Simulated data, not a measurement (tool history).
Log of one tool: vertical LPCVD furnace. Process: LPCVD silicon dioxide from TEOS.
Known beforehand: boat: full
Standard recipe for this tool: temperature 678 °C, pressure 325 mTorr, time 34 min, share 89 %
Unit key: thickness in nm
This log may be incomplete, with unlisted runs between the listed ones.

run	hour	temperature	pressure	time	share	read-back reference wafer on the same gauge, thickness	thickness
1	0	678	325	34	89	182.26	186.14
2	17.5	678	295	28	89	182.14	145.66
# hour 31: gauge calibrated
3	64.7	678	295	28	89	182.21	146.17
4	97.4	678	325	34	89	182.07	186.56
5	122	678	325	34	89	181.68	187.03
6	149.7	678	325	34	89	181.89	187.97
7	165.8	678	325	34	89	182.11	187.83
8	193.7	671	350	34	89	182.01	164.65
9	222.4	671	350	34	89	181.86	164
10	252.6	678	325	34	89	182.21	188.04
11	285.5	678	325	34	89	181.79	188.25
12	314.6	678	325	34	89	181.81	188.36
# hour 345.2: TEOS flow controller replaced
13	345.7	678	325	34	89	181.96	189.47
# hour 370.8: gauge calibrated
# hour 386.5: pressure gauge zeroed
14	387	669	255	34	89	181.93	134.48
15	391.3	678	390	41.5	79	182.2	236.98
# hour 431.8: thermocouples replaced and temperature profile calibrated
16	432.3	685	325	21.5	72	182.21	117.4
17	444.2	670	350	41.5	76	181.95	168.14
18	471.2	678	385	47.5	97	182.03	277.99
19	494.7	678	255	22	89	182.17	99.99
20	522.5	678	390	34	89	181.88	191.21
21	548.2	678	325	34	89	181.95	174.03

4 options for the next run, each taken on its own from the tool as it stands now. Forecast them:
A	552.7	678	325	34	89	?	?
B	552.7	668	385	34	89	?	?
C	552.7	673	325	45	89	?	?
D	552.7	674	325	34	97	?	?

run	read-back reference wafer on the same gauge, thickness	thickness
A	182.14	174.47
B	182.14	148.48
C	182.14	204.32
D	182.14	165.17
The same runs, with their run-to-run variation unchanged, on a tool lacking any hidden condition would have given:
run	thickness
A	172.65
B	146.9
C	202.17
D	163.44
